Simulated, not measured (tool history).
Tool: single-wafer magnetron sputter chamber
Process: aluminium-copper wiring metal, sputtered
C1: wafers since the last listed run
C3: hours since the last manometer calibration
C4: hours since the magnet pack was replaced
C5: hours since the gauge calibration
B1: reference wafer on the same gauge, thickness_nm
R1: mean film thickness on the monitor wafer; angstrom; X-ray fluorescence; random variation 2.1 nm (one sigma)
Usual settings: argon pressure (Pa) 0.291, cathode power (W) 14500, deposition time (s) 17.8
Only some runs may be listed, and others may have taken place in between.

run 1 hour=0 | argon_pressure_(Pa)=0.291 cathode_power_(W)=13100 deposition_time_(s)=17.8 | C1=0 wafers_on_the_sputter_target=4658 C3=1848.1 C4=5250.2 C5=212.1 | B1=525.414 | R1=4892.55
run 2 hour=19.6 | argon_pressure_(Pa)=0.291 cathode_power_(W)=13100 deposition_time_(s)=17.8 | C1=737 wafers_on_the_sputter_target=5395 C3=1867.7 C4=5269.8 C5=231.7 | B1=526.077 | R1=4859.32
-- hour=36.9 sputter target and shields replaced
run 3 hour=51 | argon_pressure_(Pa)=0.291 cathode_power_(W)=13100 deposition_time_(s)=17.8 | C1=880 wafers_on_the_sputter_target=531 C3=1899.1 C4=5301.2 C5=263.1 | B1=526.659 | R1=5020.82
run 4 hour=71.3 | argon_pressure_(Pa)=0.291 cathode_power_(W)=14500 deposition_time_(s)=17.8 | C1=763 wafers_on_the_sputter_target=1294 C3=1919.4 C4=5321.5 C5=283.4 | B1=526.472 | R1=5411.44
run 5 hour=95 | argon_pressure_(Pa)=0.291 cathode_power_(W)=14500 deposition_time_(s)=17.8 | C1=891 wafers_on_the_sputter_target=2186 C3=1943.1 C4=5345.2 C5=307.1 | B1=526.626 | R1=5352.71
run 6 hour=124.1 | argon_pressure_(Pa)=0.291 cathode_power_(W)=14500 deposition_time_(s)=17.8 | C1=1094 wafers_on_the_sputter_target=3280 C3=1972.2 C4=5374.3 C5=336.2 | B1=526.089 | R1=5321.35
run 7 hour=136.5 | argon_pressure_(Pa)=0.291 cathode_power_(W)=14500 deposition_time_(s)=17.8 | C1=466 wafers_on_the_sputter_target=3746 C3=1984.6 C4=5386.7 C5=348.6 | B1=526.29 | R1=5296.32
run 8 hour=159.9 | argon_pressure_(Pa)=0.291 cathode_power_(W)=14500 deposition_time_(s)=17.8 | C1=880 wafers_on_the_sputter_target=4627 C3=2008 C4=5410.1 C5=372 | B1=525.654 | R1=5258.79
-- hour=203.4 sputter target and shields replaced
-- hour=210.8 magnet pack replaced, of another model than before
run 9 hour=211.3 | argon_pressure_(Pa)=0.291 cathode_power_(W)=14500 deposition_time_(s)=17.8 | C1=1353 wafers_on_the_sputter_target=17 C3=2059.4 C4=0.5 C5=423.4 | B1=525.87 | R1=5547.9
run 10 hour=235.7 | argon_pressure_(Pa)=0.291 cathode_power_(W)=14500 deposition_time_(s)=17.8 | C1=917 wafers_on_the_sputter_target=935 C3=2083.8 C4=24.9 C5=447.8 | B1=526.196 | R1=5429.17
run 11 hour=269.2 | argon_pressure_(Pa)=0.291 cathode_power_(W)=14500 deposition_time_(s)=17.8 | C1=1260 wafers_on_the_sputter_target=2195 C3=2117.3 C4=58.4 C5=481.3 | B1=526.235 | R1=5361.57
-- hour=289.8 gauge calibrated
run 12 hour=298.1 | argon_pressure_(Pa)=0.291 cathode_power_(W)=14500 deposition_time_(s)=17.8 | C1=1087 wafers_on_the_sputter_target=3282 C3=2146.2 C4=87.3 C5=8.3 | B1=526.701 | R1=5335.29
run 13 hour=333.2 | argon_pressure_(Pa)=0.4 cathode_power_(W)=14500 deposition_time_(s)=17.8 | C1=1320 wafers_on_the_sputter_target=4602 C3=2181.3 C4=122.4 C5=43.4 | B1=526.387 | R1=5030.68
run 14 hour=349.3 | argon_pressure_(Pa)=0.187 cathode_power_(W)=14500 deposition_time_(s)=20.8 | C1=605 wafers_on_the_sputter_target=5208 C3=2197.4 C4=138.5 C5=59.5 | B1=526.001 | R1=6565.48
-- hour=358.3 sputter target and shields replaced
run 15 hour=361.5 | argon_pressure_(Pa)=0.216 cathode_power_(W)=13350 deposition_time_(s)=20.9 | C1=157 wafers_on_the_sputter_target=120 C3=2209.6 C4=150.7 C5=71.7 | B1=526.517 | R1=6265.06
run 16 hour=397.1 | argon_pressure_(Pa)=0.357 cathode_power_(W)=11300 deposition_time_(s)=14.7 | C1=1339 wafers_on_the_sputter_target=1459 C3=2245.2 C4=186.3 C5=107.3 | B1=525.693 | R1=3452.67
-- hour=431.5 capacitance manometer re-zeroed and calibrated
run 17 hour=465.3 | argon_pressure_(Pa)=0.187 cathode_power_(W)=14500 deposition_time_(s)=20.8 | C1=2264 wafers_on_the_sputter_target=3723 C3=33.8 C4=254.5 C5=175.5 | B1=525.848 | R1=6577.89
run 18 hour=500.5 | argon_pressure_(Pa)=0.291 cathode_power_(W)=14500 deposition_time_(s)=17.8 | C1=1323 wafers_on_the_sputter_target=5047 C3=69 C4=289.7 C5=210.7 | B1=526.382 | R1=5330.6
-- hour=529.1 sputter target and shields replaced
run 19 hour=529.6 | argon_pressure_(Pa)=0.291 cathode_power_(W)=16300 deposition_time_(s)=15.6 | C1=793 wafers_on_the_sputter_target=17 C3=98.1 C4=318.8 C5=239.8 | B1=525.884 | R1=5385.43
run 20 hour=562.5 | argon_pressure_(Pa)=0.291 cathode_power_(W)=12300 deposition_time_(s)=20.8 | C1=1237 wafers_on_the_sputter_target=1254 C3=131 C4=351.7 C5=272.7 | B1=525.936 | R1=5471.29
run 21 hour=592.8 | argon_pressure_(Pa)=0.291 cathode_power_(W)=14500 deposition_time_(s)=17.8 | C1=1139 wafers_on_the_sputter_target=2394 C3=161.3 C4=382 C5=303 | B1=526.371 | R1=5382.8
run 22 hour=608.7 | argon_pressure_(Pa)=0.198 cathode_power_(W)=15950 deposition_time_(s)=17.8 | C1=598 wafers_on_the_sputter_target=2992 C3=177.2 C4=397.9 C5=318.9 | B1=525.549 | R1=6069.8

Selected run-to-run steps in R1, each split into two signed amounts: the part the tool would show with no hidden state at all (from settings, incoming material and random variation), and the remainder, which goes to the hidden state together with any gauge scatter not common to the measured and the hidden-state-free results:
Hidden state at play: deposition rate above that of a new target (%); true argon pressure above the setpoint (%); gauge reads high (%).
Run 8 -> 9: sputter target and shields replaced, magnet pack replaced, of another model than before. R1 +289.11 angstrom: hidden state +246.63, all else +42.48.
Run 14 -> 15: argon pressure (Pa) 0.187 -> 0.216, cathode power (W) 14500 -> 13350, deposition time (s) 20.8 -> 20.9, sputter target and shields replaced. R1 -300.42 angstrom: hidden state +287.62, all else -588.04.
Run 15 -> 16: argon pressure (Pa) 0.216 -> 0.357, cathode power (W) 13350 -> 11300, deposition time (s) 20.9 -> 14.7. R1 -2812.39 angstrom: hidden state -64.09, all else -2748.3.
Run 16 -> 17: argon pressure (Pa) 0.357 -> 0.187, cathode power (W) 11300 -> 14500, deposition time (s) 14.7 -> 20.8, capacitance manometer re-zeroed and calibrated. R1 +3125.22 angstrom: hidden state -201.5, all else +3326.72.
